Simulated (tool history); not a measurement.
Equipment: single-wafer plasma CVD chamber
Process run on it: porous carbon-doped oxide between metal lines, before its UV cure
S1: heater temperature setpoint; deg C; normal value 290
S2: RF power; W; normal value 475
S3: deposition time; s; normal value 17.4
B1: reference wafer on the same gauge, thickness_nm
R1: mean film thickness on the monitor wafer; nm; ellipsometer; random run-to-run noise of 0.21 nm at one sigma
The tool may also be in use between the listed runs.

run,hour,S1,S2,S3,B1,R1
1,0.0,290,475,17.4,78.196,94.943
2,42.8,290,475,18.5,78.178,101.176
3,205.6,290,475,18.5,78.186,100.735
4,418.6,290,475,18.5,78.191,100.792
5,467.6,295,475,17.4,78.193,91.960
6,532.4,283,475,17.4,78.189,99.777
7,677.5,283,475,17.4,78.201,99.890
8,715.6,283,475,17.4,78.190,99.510
9,756.9,290,475,17.4,78.211,94.740
10,799.2,290,475,17.4,78.218,95.006
11,827.4,290,475,17.4,78.208,94.530
12,896.4,290,475,17.4,78.201,94.908
13,1072.7,290,475,17.4,78.188,96.078
14,1112.0,290,475,17.4,78.211,95.586
15,1154.1,303,430,17.4,78.194,81.347
16,1217.6,299,550,14.7,78.196,84.727
17,1254.8,290,475,17.4,78.182,95.284
18,1320.3,298,475,19.5,78.213,100.957
19,1388.5,278,475,17.4,78.211,103.707
20,1447.1,276,510,15.4,78.217,98.308
21,1475.4,290,385,16.4,78.194,75.868
22,1502.1,290,550,19.2,78.231,115.629
23,1535.8,280,475,17.4,78.219,101.877
24,1705.5,290,520,17.4,78.233,101.431
25,1747.5,295,385,15.1,78.210,67.981
26,1787.4,290,475,14.8,78.235,81.014

Withheld: 4 entries from between the runs. Position of each, and hidden state at the listed run before versus the listed run after:
Between runs 6 and 7: gauge calibrated (hour 620.1)
  wafer temperature above the value expected at the setpoint (K): 1.88 -> 1.94
  difference, measured minus the result without the unlogged condition, R1: -1.347 -> -1.393 nm
Between runs 11 and 12: RF generator calibrated (hour 871.8)
  wafer temperature above the value expected at the setpoint (K): 1.99 -> 2.01
  difference, measured minus the result without the unlogged condition, R1: -1.285 -> -1.302 nm
Between runs 12 and 13: thermocouple changed; heater temperature recalibrated (hour 1019.6)
  wafer temperature above the value expected at the setpoint (K): 2.01 -> 0.549
  difference, measured minus the result without the unlogged condition, R1: -1.302 -> -0.358 nm
Between runs 17 and 18: showerhead replaced (hour 1288.8)
  wafer temperature above the value expected at the setpoint (K): 1.09 -> 1.24
  difference, measured minus the result without the unlogged condition, R1: -0.705 -> -0.820 nm
